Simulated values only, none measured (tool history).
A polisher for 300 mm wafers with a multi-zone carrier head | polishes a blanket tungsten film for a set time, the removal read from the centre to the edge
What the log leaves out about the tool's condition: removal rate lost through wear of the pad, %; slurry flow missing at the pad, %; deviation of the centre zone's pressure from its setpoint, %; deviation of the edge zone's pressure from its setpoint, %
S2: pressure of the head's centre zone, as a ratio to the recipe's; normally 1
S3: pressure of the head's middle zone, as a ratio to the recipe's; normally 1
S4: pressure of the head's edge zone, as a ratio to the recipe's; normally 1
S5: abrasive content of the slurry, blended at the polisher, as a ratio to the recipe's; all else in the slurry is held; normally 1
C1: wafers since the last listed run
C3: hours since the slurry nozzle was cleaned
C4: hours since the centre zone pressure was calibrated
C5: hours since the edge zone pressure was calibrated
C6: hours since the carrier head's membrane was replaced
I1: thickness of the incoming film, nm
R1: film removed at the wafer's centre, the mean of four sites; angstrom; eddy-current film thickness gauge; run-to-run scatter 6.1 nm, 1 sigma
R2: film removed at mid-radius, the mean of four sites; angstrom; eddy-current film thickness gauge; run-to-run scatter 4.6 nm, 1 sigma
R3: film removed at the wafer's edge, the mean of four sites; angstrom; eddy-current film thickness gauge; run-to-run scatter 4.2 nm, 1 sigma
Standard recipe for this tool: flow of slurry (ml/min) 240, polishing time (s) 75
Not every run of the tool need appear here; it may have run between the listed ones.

{"run": 1, "hour": 0.0, "flow of slurry (ml/min)": 295, "S2": 1, "S3": 1, "S4": 1, "S5": 1, "polishing time (s)": 75, "C1": 0, "wafers polished on this pad": 1728, "C3": 131.1, "C4": 467.7, "C5": 662.5, "C6": 666.6, "I1": 1472.8, "R1": 5511, "R2": 5492, "R3": 5401}
{"hour": 24.8, "done": "worn pad replaced by a new one"}
{"run": 2, "hour": 43.5, "flow of slurry (ml/min)": 295, "S2": 1, "S3": 1, "S4": 1, "S5": 1, "polishing time (s)": 75, "C1": 230, "wafers polished on this pad": 109, "C3": 174.6, "C4": 511.2, "C5": 706, "C6": 710.1, "I1": 1467.1, "R1": 5520, "R2": 5530, "R3": 5367}
{"run": 3, "hour": 100.9, "flow of slurry (ml/min)": 240, "S2": 1, "S3": 1, "S4": 1.05, "S5": 1, "polishing time (s)": 62, "C1": 334, "wafers polished on this pad": 444, "C3": 232, "C4": 568.6, "C5": 763.4, "C6": 767.5, "I1": 1490.2, "R1": 4331, "R2": 4494, "R3": 4412}
{"run": 4, "hour": 179.6, "flow of slurry (ml/min)": 240, "S2": 1, "S3": 1.07, "S4": 1, "S5": 1, "polishing time (s)": 75, "C1": 459, "wafers polished on this pad": 903, "C3": 310.7, "C4": 647.3, "C5": 842.1, "C6": 846.2, "I1": 1520.2, "R1": 5214, "R2": 5563, "R3": 5189}
{"run": 5, "hour": 269.5, "flow of slurry (ml/min)": 240, "S2": 1, "S3": 1.07, "S4": 1, "S5": 1, "polishing time (s)": 75, "C1": 524, "wafers polished on this pad": 1427, "C3": 400.6, "C4": 737.2, "C5": 932, "C6": 936.1, "I1": 1504.4, "R1": 5182, "R2": 5586, "R3": 5173}
{"hour": 333.2, "done": "worn pad replaced by a new one"}
{"run": 6, "hour": 478.0, "flow of slurry (ml/min)": 240, "S2": 1, "S3": 1, "S4": 1, "S5": 1.1, "polishing time (s)": 75, "C1": 1193, "wafers polished on this pad": 845, "C3": 609.1, "C4": 945.7, "C5": 1140.5, "C6": 1144.6, "I1": 1493.8, "R1": 5319, "R2": 5374, "R3": 5211}
{"hour": 503.9, "done": "slurry nozzle cleaned"}
{"run": 7, "hour": 520.7, "flow of slurry (ml/min)": 240, "S2": 1, "S3": 1, "S4": 1, "S5": 1, "polishing time (s)": 75, "C1": 243, "wafers polished on this pad": 1088, "C3": 16.8, "C4": 988.4, "C5": 1183.2, "C6": 1187.3, "I1": 1493.4, "R1": 5485, "R2": 5444, "R3": 5329}
{"run": 8, "hour": 583.0, "flow of slurry (ml/min)": 240, "S2": 1, "S3": 1, "S4": 1, "S5": 1, "polishing time (s)": 75, "C1": 363, "wafers polished on this pad": 1451, "C3": 79.1, "C4": 1050.7, "C5": 1245.5, "C6": 1249.6, "I1": 1491.6, "R1": 5402, "R2": 5465, "R3": 5351}
{"hour": 674.1, "done": "worn pad replaced by a new one"}
{"run": 9, "hour": 831.0, "flow of slurry (ml/min)": 240, "S2": 1, "S3": 1, "S4": 1, "S5": 1, "polishing time (s)": 75, "C1": 1423, "wafers polished on this pad": 915, "C3": 327.1, "C4": 1298.7, "C5": 1493.5, "C6": 1497.6, "I1": 1517, "R1": 5246, "R2": 5385, "R3": 5199}
{"hour": 866.8, "done": "edge zone pressure recalibrated"}
{"run": 10, "hour": 930.2, "flow of slurry (ml/min)": 240, "S2": 1, "S3": 1, "S4": 1.05, "S5": 1, "polishing time (s)": 62, "C1": 567, "wafers polished on this pad": 1482, "C3": 426.3, "C4": 1397.9, "C5": 63.4, "C6": 1596.8, "I1": 1487.3, "R1": 4303, "R2": 4367, "R3": 4458}
{"hour": 955.1, "done": "carrier head's membrane replaced by a new one"}
{"hour": 965.9, "done": "worn pad replaced by a new one"}
{"run": 11, "hour": 984.0, "flow of slurry (ml/min)": 240, "S2": 1, "S3": 1, "S4": 0.89, "S5": 1, "polishing time (s)": 75, "C1": 261, "wafers polished on this pad": 105, "C3": 480.1, "C4": 1451.7, "C5": 117.2, "C6": 28.9, "I1": 1498.9, "R1": 5206, "R2": 5261, "R3": 4878}
{"run": 12, "hour": 1068.0, "flow of slurry (ml/min)": 240, "S2": 1.05, "S3": 1, "S4": 1, "S5": 0.8, "polishing time (s)": 75, "C1": 490, "wafers polished on this pad": 595, "C3": 564.1, "C4": 1535.7, "C5": 201.2, "C6": 112.9, "I1": 1517.2, "R1": 5173, "R2": 5055, "R3": 4970}
{"hour": 1083.1, "done": "centre zone pressure recalibrated"}
{"run": 13, "hour": 1163.0, "flow of slurry (ml/min)": 285, "S2": 1.11, "S3": 1, "S4": 1.05, "S5": 1, "polishing time (s)": 93, "C1": 542, "wafers polished on this pad": 1138, "C3": 659.1, "C4": 79.9, "C5": 296.2, "C6": 207.9, "I1": 1491.1, "R1": 7115, "R2": 6587, "R3": 6671}
{"hour": 1185.0, "done": "slurry nozzle cleaned"}
{"run": 14, "hour": 1222.5, "flow of slurry (ml/min)": 210, "S2": 1, "S3": 1, "S4": 1, "S5": 1, "polishing time (s)": 75, "C1": 341, "wafers polished on this pad": 1479, "C3": 37.5, "C4": 139.4, "C5": 355.7, "C6": 267.4, "I1": 1494.5, "R1": 5233, "R2": 5306, "R3": 5295}
{"hour": 1226.6, "done": "worn pad replaced by a new one"}
{"run": 15, "hour": 1268.0, "flow of slurry (ml/min)": 240, "S2": 1, "S3": 1, "S4": 1.11, "S5": 0.9, "polishing time (s)": 75, "C1": 242, "wafers polished on this pad": 241, "C3": 83, "C4": 184.9, "C5": 401.2, "C6": 312.9, "I1": 1529.8, "R1": 5282, "R2": 5263, "R3": 5461}
{"run": 16, "hour": 1350.7, "flow of slurry (ml/min)": 195, "S2": 1, "S3": 1, "S4": 1, "S5": 1, "polishing time (s)": 75, "C1": 482, "wafers polished on this pad": 724, "C3": 165.7, "C4": 267.6, "C5": 483.9, "C6": 395.6, "I1": 1486.1, "R1": 5175, "R2": 5204, "R3": 5145}
{"run": 17, "hour": 1412.6, "flow of slurry (ml/min)": 240, "S2": 1, "S3": 1, "S4": 1, "S5": 1, "polishing time (s)": 75, "C1": 361, "wafers polished on this pad": 1085, "C3": 227.6, "C4": 329.5, "C5": 545.8, "C6": 457.5, "I1": 1496, "R1": 5228, "R2": 5322, "R3": 5300}
{"run": 18, "hour": 1488.1, "flow of slurry (ml/min)": 205, "S2": 1, "S3": 1, "S4": 1, "S5": 0.75, "polishing time (s)": 75, "C1": 440, "wafers polished on this pad": 1525, "C3": 303.1, "C4": 405, "C5": 621.3, "C6": 533, "I1": 1504.5, "R1": 4895, "R2": 4971, "R3": 4955}

Results per run with the tool's hidden condition removed, run-to-run variation unchanged:
run=1 R1=5573 R2=5548 R3=5443
run=2 R1=5599 R2=5601 R3=5419
run=3 R1=4424 R2=4581 R3=4476
run=4 R1=5362 R2=5705 R3=5288
run=5 R1=5376 R2=5774 R3=5302
run=6 R1=5651 R2=5674 R3=5426
run=7 R1=5497 R2=5454 R3=5336
run=8 R1=5435 R2=5495 R3=5374
run=9 R1=5380 R2=5509 R3=5288
run=10 R1=4454 R2=4504 R3=4562
run=11 R1=5418 R2=5453 R3=5010
run=12 R1=5433 R2=5283 R3=5136
run=13 R1=7502 R2=6909 R3=6914
run=14 R1=5290 R2=5359 R3=5334
run=15 R1=5352 R2=5326 R3=5510
run=16 R1=5296 R2=5312 R3=5224
run=17 R1=5359 R2=5442 R3=5390
run=18 R1=5074 R2=5133 R3=5074

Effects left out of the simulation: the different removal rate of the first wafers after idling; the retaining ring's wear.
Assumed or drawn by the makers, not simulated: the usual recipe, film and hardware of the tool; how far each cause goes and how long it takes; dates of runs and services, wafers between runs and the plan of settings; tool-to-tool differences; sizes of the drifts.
